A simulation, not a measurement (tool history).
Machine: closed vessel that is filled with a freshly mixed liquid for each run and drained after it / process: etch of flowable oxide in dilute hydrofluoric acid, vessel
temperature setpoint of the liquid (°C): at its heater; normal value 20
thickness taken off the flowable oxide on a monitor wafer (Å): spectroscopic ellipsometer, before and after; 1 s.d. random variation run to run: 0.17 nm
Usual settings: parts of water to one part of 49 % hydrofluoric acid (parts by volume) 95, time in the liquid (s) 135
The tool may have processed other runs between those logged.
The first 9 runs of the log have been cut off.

run	hour	temperature setpoint of the liquid (°C)	parts of water to one part of 49 % hydrofluoric acid (parts by volume)	time in the liquid (s)	read-back film thickness of the flowable oxide reference wafer, read on the same gauge (nm)	thickness taken off the flowable oxide on a monitor wafer (Å)
10	128.6	20	95	135	70.05	316.4
11	144.5	21.5	145	80	70.02	123.9
12	154	17	135	100	70.03	140
13	160.4	20	95	60	70.01	140.7
14	191.5	20	95	195	69.99	457.4
# hour 201.7: hydrofluoric acid flow meter replaced
# hour 203.6: thermometer replaced
15	205.9	21.5	140	195	70.03	338.6
# hour 208.9: gauge calibrated
16	221.4	24	130	135	70	282.8
17	235.7	20	95	135	69.99	341.2
18	242.8	20	75	110	70	361.1
19	258.9	17	120	65	69.98	113.6
20	270.9	17	120	100	69.99	173
21	316.9	22	95	135	69.99	375.3
22	325.1	23.5	95	215	70	626.4
23	333.6	17.5	95	215	69.96	489.3
24	339.8	20	55	135	69.98	620.9
25	355	20	50	135	70	687.1
26	371.1	20	95	135	70.03	340.5
27	395.5	17	95	135	69.98	299.9
28	407.5	17	125	155	70.01	252.2
29	419.6	20	95	135	69.96	339.5
30	431.5	18.5	115	205	69.98	395.5
31	438.9	25	95	135	69.98	416.2
32	451	23.5	75	195	70.03	735.7
33	459.8	20	95	135	69.98	340.8

What if the next run were any one of these 5? Each begins from the tool's condition after run 33:
A	460.5	20	95	190	?	?
B	460.5	17	140	100	?	?
C	460.5	21.5	95	175	?	?
D	460.5	17	60	135	?	?
E	460.5	20	80	160	?	?

run	read-back film thickness of the flowable oxide reference wafer, read on the same gauge (nm)	thickness taken off the flowable oxide on a monitor wafer (Å)
A	70.01	477.8
B	70.01	143.8
C	70.01	468.1
D	70.01	491.7
E	70.01	485.9
The same runs, with their run-to-run variation unchanged, on a tool lacking any hidden condition would have given:
run	thickness taken off the flowable oxide on a monitor wafer (Å)
A	491.4
B	147.9
C	481.3
D	506.5
E	499.9

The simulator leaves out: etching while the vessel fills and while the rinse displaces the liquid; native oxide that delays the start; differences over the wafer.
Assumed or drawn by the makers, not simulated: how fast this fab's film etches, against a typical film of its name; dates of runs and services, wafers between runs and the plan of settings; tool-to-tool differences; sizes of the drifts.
